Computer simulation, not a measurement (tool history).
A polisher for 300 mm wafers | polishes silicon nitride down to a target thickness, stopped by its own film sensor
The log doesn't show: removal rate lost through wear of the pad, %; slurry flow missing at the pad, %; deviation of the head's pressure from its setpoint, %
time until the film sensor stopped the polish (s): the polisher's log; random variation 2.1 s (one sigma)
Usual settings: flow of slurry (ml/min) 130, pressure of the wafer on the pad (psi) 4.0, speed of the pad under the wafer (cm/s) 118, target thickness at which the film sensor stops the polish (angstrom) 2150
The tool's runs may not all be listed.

run     day  flow of slurry (ml/min)  pressure of the wafer on the pad (psi)  speed of the pad under the wafer (cm/s)  target thickness at which the film sensor stops the polish (angstrom)  wafers since the last listed run  wafers polished on this pad  hours since the slurry nozzle was cleaned  hours since the head pressure was calibrated  incoming thickness of the incoming film, nm  time until the film sensor stopped the polish (s)
  1   0.000                      130                                     4.0                                      142                                                                   2150                                 0                         1069                                      346.6                                         412.0                                        433.8                                              103.0
  2   2.179                      130                                     4.0                                      142                                                                   2150                               376                         1445                                      398.9                                         464.3                                        429.2                                               99.5
  3   5.017                      130                                     4.0                                      142                                                                   2150                               489                         1935                                      467.0                                         532.4                                        429.2                                              100.9
      5.733  -- worn pad replaced by a new one
      5.762  -- slurry nozzle cleaned
  4   7.129                      130                                     4.0                                      118                                                                   2550                               330                          235                                       32.8                                         583.1                                        435.8                                              100.1
  5   8.417                      130                                     4.0                                      118                                                                   2150                               222                          458                                       63.7                                         614.0                                        425.1                                              117.4
  6  17.012                      130                                     4.0                                      118                                                                   2150                              1483                         1941                                      270.0                                         820.3                                        431.3                                              118.7
  7  19.088                      130                                     4.0                                      118                                                                   2150                               358                         2299                                      319.8                                         870.1                                        426.1                                              117.2
     19.892  -- worn pad replaced by a new one
  8  21.392                      130                                     4.0                                      118                                                                   2150                               368                          259                                      375.1                                         925.4                                        431.1                                              121.0
     27.942  -- slurry nozzle cleaned
  9  27.962                      130                                     4.0                                      118                                                                   2150                              1127                         1386                                        0.5                                        1083.1                                        427.1                                              119.9
 10  29.046                      130                                     4.0                                       96                                                                   2150                               186                         1573                                       26.5                                        1109.1                                        428.8                                              142.2
     30.762  -- head pressure recalibrated
 11  31.471                      130                                     4.0                                       96                                                                   2150                               404                         1977                                       84.7                                          17.0                                        428.8                                              132.0
 12  33.162                      130                                     4.0                                      136                                                                   2150                               291                         2269                                      125.3                                          57.6                                        431.1                                               98.9
     33.996  -- worn pad replaced by a new one
 13  35.992                      130                                     4.6                                      152                                                                   2150                               459                          344                                      193.2                                         125.5                                        430.8                                               81.2
 14  43.250                      160                                     4.0                                      118                                                                   2150                              1252                         1597                                      367.4                                         299.7                                        430.7                                              110.3
 15  45.654                      130                                     4.0                                       84                                                                   2340                               414                         2012                                      425.1                                         357.4                                        424.5                                              132.2
 16  47.162                      160                                     4.0                                      118                                                                   2150                               260                         2272                                      461.3                                         393.6                                        424.0                                              105.4
     47.767  -- slurry nozzle cleaned
     48.033  -- worn pad replaced by a new one
 17  49.904                      105                                     4.0                                      150                                                                   2150                               437                          322                                       51.3                                         459.4                                        428.5                                              100.8
 18  52.767                      155                                     4.0                                       86                                                                   2150                               494                          816                                      120.0                                         528.1                                        427.3                                              143.7
 19  54.567                      130                                     4.0                                      118                                                                   2150                               310                         1127                                      163.2                                         571.3                                        431.9                                              114.1
 20  56.012                      130                                     4.0                                      118                                                                   2150                               249                         1377                                      197.9                                         606.0                                        436.1                                              120.0
 21  58.392                      130                                     3.0                                      152                                                                   2550                               410                         1787                                      255.0                                         663.1                                        427.4                                              103.7
 22  60.262                      130                                     3.2                                      158                                                                   2150                               322                         2110                                      299.9                                         708.0                                        437.8                                              122.2
     60.625  -- worn pad replaced by a new one
 23  61.629                      130                                     4.0                                      118                                                                   2150                               207                          173                                      332.7                                         740.8                                        432.1                                              121.6

Forecast each of these 4 alternatives for the next run:
  A  61.646                      130                                     4.0                                      134                                                                   2150                                 2                          176                                      333.1                                         741.2                                        431.5                                                  ?
  B  61.646                      130                                     3.5                                      118                                                                   2150                                 2                          176                                      333.1                                         741.2                                        431.5                                                  ?
  C  61.646                      130                                     3.3                                       82                                                                   2150                                 2                          176                                      333.1                                         741.2                                        431.5                                                  ?
  D  61.646                      130                                     3.4                                      152                                                                   2150                                 2                          176                                      333.1                                         741.2                                        431.5                                                  ?

run  time until the film sensor stopped the polish (s)
  A                                              110.9
  B                                              139.6
  C                                              197.6
  D                                              117.3
Without the tool's hidden state the same runs would have given:
run  time until the film sensor stopped the polish (s)
  A                                              104.1
  B                                              131.1
  C                                              185.5
  D                                              110.1
